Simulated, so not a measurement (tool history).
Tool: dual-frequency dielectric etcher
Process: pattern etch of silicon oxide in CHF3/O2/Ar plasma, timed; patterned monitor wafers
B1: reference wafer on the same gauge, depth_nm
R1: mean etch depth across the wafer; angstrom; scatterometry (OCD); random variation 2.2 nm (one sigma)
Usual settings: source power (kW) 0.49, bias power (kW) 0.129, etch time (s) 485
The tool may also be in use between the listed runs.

Run 1, hour 0: usual settings; B1 679.1. Result: R1 7963 angstrom.
Run 2, hour 103.1: usual settings; B1 678.9. Result: R1 7941 angstrom.
Run 3, hour 146.8: usual settings; B1 679.2. Result: R1 7903 angstrom.
At hour 173: wet clean of the chamber.
Run 4, hour 253.4: usual settings; B1 679.6. Result: R1 7892 angstrom.
At hour 293.5: upper electrode replaced.
At hour 293.7: bias power generator calibrated.
Run 5, hour 341.4: usual settings; B1 679. Result: R1 7943 angstrom.
Run 6, hour 388.3: usual settings; B1 679.4. Result: R1 7915 angstrom.
Run 7, hour 444.7: usual settings but source power (kW) 0.37, bias power (kW) 0.102, etch time (s) 570.5; B1 679.2. Result: R1 8097 angstrom.
Run 8, hour 529.6: usual settings but source power (kW) 0.53, etch time (s) 626; B1 679.7. Result: R1 10456 angstrom.
Run 9, hour 576: usual settings; B1 679.2. Result: R1 7936 angstrom.
Run 10, hour 631.7: usual settings but source power (kW) 0.45, bias power (kW) 0.116, etch time (s) 585.5; B1 679.4. Result: R1 9029 angstrom.
Run 11, hour 735.6: usual settings; B1 679.7. Result: R1 7929 angstrom.
Run 12, hour 808.3: usual settings; B1 679.7. Result: R1 7932 angstrom.
Run 13, hour 874.6: usual settings but source power (kW) 0.58, etch time (s) 607; B1 680. Result: R1 10369 angstrom.
Run 14, hour 962.2: usual settings but source power (kW) 0.39, bias power (kW) 0.099, etch time (s) 361; B1 679.8. Result: R1 5124 angstrom.
At hour 983.6: gauge calibrated.
Run 15, hour 1065: usual settings but source power (kW) 0.59, bias power (kW) 0.158, etch time (s) 543.5; B1 658.8. Result: R1 9752 angstrom.
At hour 1127.6: wet clean of the chamber.
Run 16, hour 1140.6: usual settings but etch time (s) 448; B1 660. Result: R1 7113 angstrom.
Run 17, hour 1332.5: usual settings but source power (kW) 0.59, bias power (kW) 0.112; B1 662.1. Result: R1 7805 angstrom.
At hour 1412.8: source power generator calibrated.
Run 18, hour 1431.9: usual settings but source power (kW) 0.39; B1 663.1. Result: R1 7293 angstrom.
Run 19, hour 1509.7: usual settings; B1 663.8. Result: R1 7755 angstrom.
Run 20, hour 1596.5: usual settings but bias power (kW) 0.1; B1 665.4. Result: R1 7152 angstrom.
Run 21, hour 1690.7: usual settings; B1 666.2. Result: R1 7773 angstrom.
Run 22, hour 1775.6: usual settings; B1 667.1. Result: R1 7790 angstrom.
Run 23, hour 1835.8: usual settings; B1 667.1. Result: R1 7807 angstrom.
At hour 2043.7: wet clean of the chamber.
Run 24, hour 2150.9: usual settings but source power (kW) 0.39, bias power (kW) 0.158, etch time (s) 573; B1 669.5. Result: R1 9317 angstrom.
Run 25, hour 2223.9: usual settings but bias power (kW) 0.113; B1 669.9. Result: R1 7480 angstrom.
Run 26, hour 2324.3: usual settings but bias power (kW) 0.111, etch time (s) 362.5; B1 670.6. Result: R1 5572 angstrom.
Run 27, hour 2633.4: usual settings but bias power (kW) 0.109; B1 672.5. Result: R1 7462 angstrom.
Run 28, hour 2732.1: usual settings but source power (kW) 0.55; B1 672.8. Result: R1 8094 angstrom.
Run 29, hour 2772.4: usual settings but source power (kW) 0.59, bias power (kW) 0.112; B1 672.8. Result: R1 7926 angstrom.

4 ways to go on from here, each from the tool as it stands after run 29. What would each give?
Run A, hour 2773: usual settings but bias power (kW) 0.156; B1 ?. Result: R1 ?.
Run B, hour 2773: usual settings but etch time (s) 529.5; B1 ?. Result: R1 ?.
Run C, hour 2773: usual settings but bias power (kW) 0.104; B1 ?. Result: R1 ?.
Run D, hour 2773: usual settings but source power (kW) 0.45, bias power (kW) 0.143, etch time (s) 436; B1 ?. Result: R1 ?.

run     B1    R1
  A  672.9  8325
  B  672.9  8539
  C  672.9  7310
  D  672.9  7107
Without the tool's hidden state the same runs would have given:
run    R1
  A  8151
  B  8361
  C  7158
  D  6959

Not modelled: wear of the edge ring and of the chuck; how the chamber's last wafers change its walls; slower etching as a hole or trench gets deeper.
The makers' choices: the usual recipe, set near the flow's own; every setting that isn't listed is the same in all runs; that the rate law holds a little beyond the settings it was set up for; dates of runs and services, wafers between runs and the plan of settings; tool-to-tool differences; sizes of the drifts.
